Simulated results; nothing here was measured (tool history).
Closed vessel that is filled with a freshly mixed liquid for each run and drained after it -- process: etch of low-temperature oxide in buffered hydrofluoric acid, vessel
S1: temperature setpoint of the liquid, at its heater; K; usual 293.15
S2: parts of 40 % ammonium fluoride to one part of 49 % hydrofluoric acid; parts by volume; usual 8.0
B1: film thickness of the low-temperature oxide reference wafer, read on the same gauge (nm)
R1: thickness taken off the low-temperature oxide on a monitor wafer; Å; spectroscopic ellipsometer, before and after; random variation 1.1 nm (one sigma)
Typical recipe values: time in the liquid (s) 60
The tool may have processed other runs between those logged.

run 1 hour=0.0 | S1=293.15 S2=6.0 time_in_the_liquid_(s)=60 | B1=70.01 | R1=3246.9
-- hour=135.6 hydrofluoric acid flow meter replaced
run 2 hour=243.3 | S1=293.15 S2=6.0 time_in_the_liquid_(s)=60 | B1=69.99 | R1=3238.6
run 3 hour=282.7 | S1=293.15 S2=8.0 time_in_the_liquid_(s)=60 | B1=70.00 | R1=2442.5
run 4 hour=328.6 | S1=293.15 S2=8.0 time_in_the_liquid_(s)=60 | B1=69.99 | R1=2447.1
run 5 hour=373.3 | S1=293.15 S2=8.0 time_in_the_liquid_(s)=60 | B1=70.00 | R1=2432.2
-- hour=406.7 gauge calibrated
run 6 hour=464.5 | S1=293.15 S2=8.0 time_in_the_liquid_(s)=60 | B1=70.01 | R1=2452.2
-- hour=486.9 thermometer replaced
run 7 hour=560.3 | S1=293.15 S2=8.0 time_in_the_liquid_(s)=60 | B1=70.00 | R1=2623.2
run 8 hour=618.8 | S1=293.15 S2=8.0 time_in_the_liquid_(s)=60 | B1=70.01 | R1=2619.9
run 9 hour=661.5 | S1=296.15 S2=7.0 time_in_the_liquid_(s)=85 | B1=70.00 | R1=5067.3
run 10 hour=731.7 | S1=290.15 S2=9.0 time_in_the_liquid_(s)=30 | B1=70.00 | R1=974.7
run 11 hour=824.4 | S1=293.15 S2=8.0 time_in_the_liquid_(s)=85 | B1=70.00 | R1=3736.0
-- hour=829.8 hydrofluoric acid flow meter replaced
run 12 hour=886.9 | S1=293.15 S2=8.0 time_in_the_liquid_(s)=60 | B1=70.02 | R1=2614.5
run 13 hour=969.8 | S1=294.65 S2=8.0 time_in_the_liquid_(s)=40 | B1=70.00 | R1=1891.7
run 14 hour=1026.3 | S1=293.15 S2=8.0 time_in_the_liquid_(s)=60 | B1=69.98 | R1=2605.5
run 15 hour=1075.5 | S1=293.15 S2=8.0 time_in_the_liquid_(s)=60 | B1=70.01 | R1=2603.3
run 16 hour=1113.4 | S1=293.15 S2=7.0 time_in_the_liquid_(s)=80 | B1=69.98 | R1=4017.2

4 ways to go on from here, each from the tool as it stands after run 16. What would each give?
run A hour=1114.1 | S1=293.15 S2=8.0 time_in_the_liquid_(s)=60 | B1=? | R1=?
run B hour=1114.1 | S1=290.15 S2=8.0 time_in_the_liquid_(s)=30 | B1=? | R1=?
run C hour=1114.1 | S1=297.15 S2=10.5 time_in_the_liquid_(s)=30 | B1=? | R1=?
run D hour=1114.1 | S1=290.65 S2=10.5 time_in_the_liquid_(s)=60 | B1=? | R1=?

run=A B1=69.99 R1=2606.0
run=B B1=69.99 R1=1099.4
run=C B1=69.99 R1=1276.9
run=D B1=69.99 R1=1776.5
Take away the tool's hidden state, keep each run's random variation, and the runs would have read:
run=A R1=2648.7
run=B R1=1117.8
run=C R1=1297.2
run=D R1=1806.1
